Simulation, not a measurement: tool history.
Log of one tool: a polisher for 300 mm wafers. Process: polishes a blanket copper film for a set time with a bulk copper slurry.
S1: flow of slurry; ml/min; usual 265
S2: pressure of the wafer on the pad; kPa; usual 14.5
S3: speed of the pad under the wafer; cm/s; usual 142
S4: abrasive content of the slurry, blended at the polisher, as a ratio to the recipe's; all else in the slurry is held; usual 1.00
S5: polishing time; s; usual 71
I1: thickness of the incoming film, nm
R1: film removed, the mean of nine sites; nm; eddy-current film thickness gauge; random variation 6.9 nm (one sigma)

Run 1, hour 0.0: usual settings; I1 2013.3. Result: R1 802.4 nm.
Run 2, hour 34.7: usual settings; I1 1984.6. Result: R1 796.3 nm.
Run 3, hour 88.8: usual settings; I1 1992.8. Result: R1 776.6 nm.
Run 4, hour 147.1: usual settings; I1 2019.1. Result: R1 758.0 nm.
At hour 214.9: slurry blender recalibrated.
Run 5, hour 216.0: usual settings; I1 2013.1. Result: R1 769.2 nm.
Run 6, hour 244.3: usual settings but S3 172 cm/s; I1 2019.0. Result: R1 905.5 nm.
At hour 253.4: slurry nozzle cleaned.
At hour 286.6: worn pad replaced by a new one.
Run 7, hour 287.6: usual settings but S3 172 cm/s; I1 1993.1. Result: R1 941.8 nm.
At hour 322.5: head pressure recalibrated.
Run 8, hour 488.9: usual settings but S5 52 s; I1 2009.0. Result: R1 554.5 nm.
Run 9, hour 530.4: usual settings but S5 52 s; I1 2001.6. Result: R1 549.3 nm.
Run 10, hour 569.0: usual settings but S4 0.80; I1 2019.5. Result: R1 704.3 nm.
At hour 623.0: worn pad replaced by a new one.
Run 11, hour 634.4: usual settings but S4 0.80; I1 2024.6. Result: R1 760.3 nm.
At hour 655.6: slurry blender recalibrated.
Run 12, hour 681.1: usual settings but S2 12.4 kPa; I1 2049.6. Result: R1 715.7 nm.
At hour 721.5: slurry nozzle cleaned.
Run 13, hour 733.2: usual settings but S2 12.4 kPa; I1 1994.9. Result: R1 691.4 nm.
At hour 760.1: head pressure recalibrated.
Run 14, hour 797.9: usual settings but S2 12.4 kPa; I1 2042.5. Result: R1 666.7 nm.
Run 15, hour 860.2: usual settings; I1 2001.5. Result: R1 765.5 nm.
At hour 951.7: worn pad replaced by a new one.
Run 16, hour 982.0: usual settings but S5 64 s; I1 1994.3. Result: R1 694.7 nm.
Run 17, hour 1024.3: usual settings; I1 1986.7. Result: R1 773.5 nm.
Run 18, hour 1085.8: usual settings but S1 330 ml/min, S3 158 cm/s, S4 0.80, S5 61 s; I1 2015.9. Result: R1 706.3 nm.
At hour 1100.4: slurry blender recalibrated.
At hour 1105.0: head pressure recalibrated.
Run 19, hour 1132.0: usual settings; I1 2038.5. Result: R1 791.6 nm.
Run 20, hour 1164.3: usual settings but S5 64 s; I1 2036.5. Result: R1 712.1 nm.
At hour 1173.7: slurry nozzle cleaned.
Run 21, hour 1229.7: usual settings but S4 0.75; I1 1987.8. Result: R1 723.7 nm.
Run 22, hour 1257.2: usual settings but S1 325 ml/min, S3 102 cm/s; I1 2032.1. Result: R1 583.4 nm.
Run 23, hour 1299.3: usual settings but S1 325 ml/min, S3 158 cm/s; I1 2025.2. Result: R1 813.3 nm.
At hour 1323.8: worn pad replaced by a new one.
Run 24, hour 1357.5: usual settings; I1 2013.3. Result: R1 797.6 nm.
Run 25, hour 1403.6: usual settings but S1 230 ml/min, S3 116 cm/s; I1 1981.4. Result: R1 647.1 nm.
Run 26, hour 1448.3: usual settings but S4 1.25; I1 2000.4. Result: R1 809.7 nm.
At hour 1451.8: head pressure recalibrated.
Run 27, hour 1473.6: usual settings but S1 205 ml/min, S3 122 cm/s, S4 0.80, S5 89 s; I1 2020.1. Result: R1 786.4 nm.
Run 28, hour 1508.1: usual settings but S1 345 ml/min, S2 17.9 kPa, S5 59 s; I1 2012.6. Result: R1 814.7 nm.
Run 29, hour 1534.7: usual settings; I1 2024.8. Result: R1 753.0 nm.
At hour 1544.9: slurry blender recalibrated.
Run 30, hour 1559.3: usual settings; I1 2008.0. Result: R1 789.0 nm.
Run 31, hour 1584.6: usual settings but S2 17.9 kPa, S3 98 cm/s, S4 0.90; I1 2027.5. Result: R1 709.7 nm.

What the log doesn't show, run by run:
slurry flow missing at the pad, %: 0 in every run
deviation of the head's pressure from its setpoint, %: 0 in every run
H1: removal rate lost through wear of the pad, %
H2: abrasive missing from the slurry, %
run      H1    H2
  1   0.604  27.2
  2    1.01  28.4
  3    2.03  29.7
  4    3.65  30.7
  5    6.26  2.62
  6    7.55  7.36
  7    1.68  13.2
  8    4.93  26.8
  9    6.39    28
 10       8  28.9
 11  0.0611  30.1
 12   0.318  8.58
 13    1.01  15.6
 14    2.47  21.7
 15    4.51  25.6
 16    1.26  30.1
 17    1.61  31.1
 18    2.61    32
 19    3.77  6.71
 20    4.77  11.1
 21    7.31  17.8
 22    8.58  19.9
 23    10.8  22.5
 24   0.941  25.2
 25    1.36  26.7
 26    2.08  27.8
 27    2.63  28.3
 28    3.54  28.9
 29    4.37  29.3
 30    5.24  4.59
 31    6.24  8.53
